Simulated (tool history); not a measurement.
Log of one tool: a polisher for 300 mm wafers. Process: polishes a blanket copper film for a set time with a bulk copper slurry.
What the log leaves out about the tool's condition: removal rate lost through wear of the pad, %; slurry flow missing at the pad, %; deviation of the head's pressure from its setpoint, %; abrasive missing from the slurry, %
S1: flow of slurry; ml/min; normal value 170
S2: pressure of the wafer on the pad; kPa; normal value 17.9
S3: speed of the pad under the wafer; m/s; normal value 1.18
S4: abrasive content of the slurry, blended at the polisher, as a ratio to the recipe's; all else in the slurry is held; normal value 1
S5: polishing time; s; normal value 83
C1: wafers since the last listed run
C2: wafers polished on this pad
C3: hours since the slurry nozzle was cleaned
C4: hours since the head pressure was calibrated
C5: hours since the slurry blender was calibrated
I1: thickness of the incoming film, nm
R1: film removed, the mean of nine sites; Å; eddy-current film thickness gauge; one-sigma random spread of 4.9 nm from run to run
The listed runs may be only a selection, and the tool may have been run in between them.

run,day,S1,S2,S3,S4,S5,C1,C2,C3,C4,C5,I1,R1
1,0,170,17.9,1.18,1,83,0,633,462.9,291.4,273.9,3586.8,7046
2,0.304,170,17.9,1.18,1,83,78,711,470.2,298.7,281.2,3633.9,7046
# day 1.233: worn pad replaced by a new one
# day 2.317: slurry blender recalibrated
3,2.338,170,17.9,1.18,1,83,458,262,519,347.5,0.5,3639.4,6927
4,2.604,170,15.2,1.18,1,83,68,330,525.4,353.9,6.9,3567.1,5927
# day 2.692: head pressure recalibrated
5,3.054,170,15.2,1.18,1,83,94,425,536.2,8.7,17.7,3571.1,5988
6,3.321,170,17.9,1.18,1,83,68,493,542.6,15.1,24.1,3597.9,7029
7,3.612,170,17.9,1.18,1,83,74,568,549.6,22.1,31.1,3580.3,7104
# day 3.904: slurry nozzle cleaned
8,4.2,170,17.9,1.18,1,83,140,708,7.1,36.2,45.2,3606.4,7051
9,4.721,170,17.9,1.18,1,83,133,842,19.6,48.7,57.7,3625.2,7000
# day 4.9: worn pad replaced by a new one
10,5.121,115,17.9,1.18,0.85,83,59,56,29.2,58.3,67.3,3541.1,6217
11,5.621,170,13.1,1.18,1.3,83,128,184,41.2,70.3,79.3,3543.6,5371
12,6.342,150,17.9,1.18,0.8,102,185,370,58.5,87.6,96.6,3583.4,7952
13,6.712,170,23.4,1.36,1,83,95,465,67.4,96.5,105.5,3620.6,10526
14,7.292,220,12.4,1.44,0.85,83,148,614,81.3,110.4,119.4,3592.6,5933

5 options for the next run, each taken on its own from the tool as it stands now. Forecast them:
A,7.308,170,17.9,1.18,1,83,4,618,81.7,110.8,119.8,3566.5,?
B,7.308,170,22.8,1.18,1,55,4,618,81.7,110.8,119.8,3566.5,?
C,7.308,150,17.9,1.48,0.9,63,4,618,81.7,110.8,119.8,3566.5,?
D,7.308,170,17.9,1.18,1.2,83,4,618,81.7,110.8,119.8,3566.5,?
E,7.308,170,17.9,1.18,1,95,4,618,81.7,110.8,119.8,3566.5,?

run,R1
A,6958
B,5852
C,6317
D,7264
E,7964
Without the tool's unlogged condition, the same runs would have read:
run,R1
A,6958
B,5852
C,6317
D,7264
E,7964
